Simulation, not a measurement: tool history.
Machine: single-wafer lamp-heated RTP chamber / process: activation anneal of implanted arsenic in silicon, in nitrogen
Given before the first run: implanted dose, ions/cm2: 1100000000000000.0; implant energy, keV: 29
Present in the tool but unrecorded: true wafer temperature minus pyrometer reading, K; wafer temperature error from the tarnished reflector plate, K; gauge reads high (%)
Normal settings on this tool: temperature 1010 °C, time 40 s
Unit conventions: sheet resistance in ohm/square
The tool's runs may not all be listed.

run,day,temperature,time,wafers since the last listed run,wafers since the last pyrometer calibration,wafers since the reflector plate was cleaned,hours since the gauge calibration,"read-back reference wafer on the same gauge, sheet resistance",sheet resistance
1,0.000,1010,40,0,4684,5604,239.3,102.04,112.79
2,1.192,1010,40,353,5037,5957,267.9,101.95,112.22
3,5.021,1010,40,1135,6173,7093,359.8,101.95,112.29
4,8.629,1010,40,1070,7243,8163,446.4,102.03,111.53
5,10.067,1010,40,426,7670,8589,480.9,102.00,112.05
6,10.742,1010,29,200,7870,8790,497.1,101.96,114.51
7,12.017,1010,29,378,8248,9168,527.7,102.00,114.23
# day 12.858: pyrometer window cleaned and pyrometer calibrated
8,12.946,996,40,176,26,9345,550.0,102.00,115.92
# day 13.671: gauge calibrated
9,14.383,998,40,426,452,9771,17.1,101.97,115.54
10,15.158,998,40,229,682,10001,35.7,101.91,115.16
11,16.558,998,40,415,1097,10416,69.3,101.89,115.18
12,17.875,1010,40,390,1488,10807,100.9,102.01,113.02
13,19.288,1010,56,418,1907,11226,134.8,102.03,109.89
14,19.971,1018,61,202,2109,11428,151.2,101.95,108.13
15,21.192,1001,48,362,2471,11790,180.5,102.01,112.42
16,21.783,1010,40,175,2647,11966,194.7,101.97,112.34
# day 22.404: reflector plate cleaned
17,22.771,1010,21,194,2841,108,218.4,101.98,116.44
18,23.729,1026,53,284,3125,393,241.4,101.98,107.67
19,24.804,1010,29,318,3444,711,267.2,101.89,114.05
20,26.092,1010,40,381,3826,1093,298.1,102.08,111.98
21,27.379,1035,24,381,4208,1475,329.0,101.95,111.60
22,28.350,1010,16,287,4496,1763,352.3,101.90,117.28
23,29.029,1024,17,201,4697,1965,368.6,102.02,115.41
24,29.950,1033,51,273,4970,2238,390.7,102.04,106.62
25,31.012,984,22,315,5285,2553,416.2,102.00,119.58
26,32.075,1027,47,315,5601,2868,441.7,101.97,107.63

Alternative continuations, all from the tool just after run 26; predict every row:
A,32.092,1001,40,4,5605,2873,442.1,?,?
B,32.092,983,47,4,5605,2873,442.1,?,?
C,32.092,1040,56,4,5605,2873,442.1,?,?
D,32.092,1002,40,4,5605,2873,442.1,?,?
E,32.092,987,31,4,5605,2873,442.1,?,?

run,"read-back reference wafer on the same gauge, sheet resistance",sheet resistance
A,101.94,113.18
B,101.94,115.02
C,101.94,104.25
D,101.94,113.02
E,101.94,116.87
Without the tool's hidden state the same runs would have given:
run,sheet resistance
A,115.32
B,116.98
C,106.56
D,115.16
E,119.03

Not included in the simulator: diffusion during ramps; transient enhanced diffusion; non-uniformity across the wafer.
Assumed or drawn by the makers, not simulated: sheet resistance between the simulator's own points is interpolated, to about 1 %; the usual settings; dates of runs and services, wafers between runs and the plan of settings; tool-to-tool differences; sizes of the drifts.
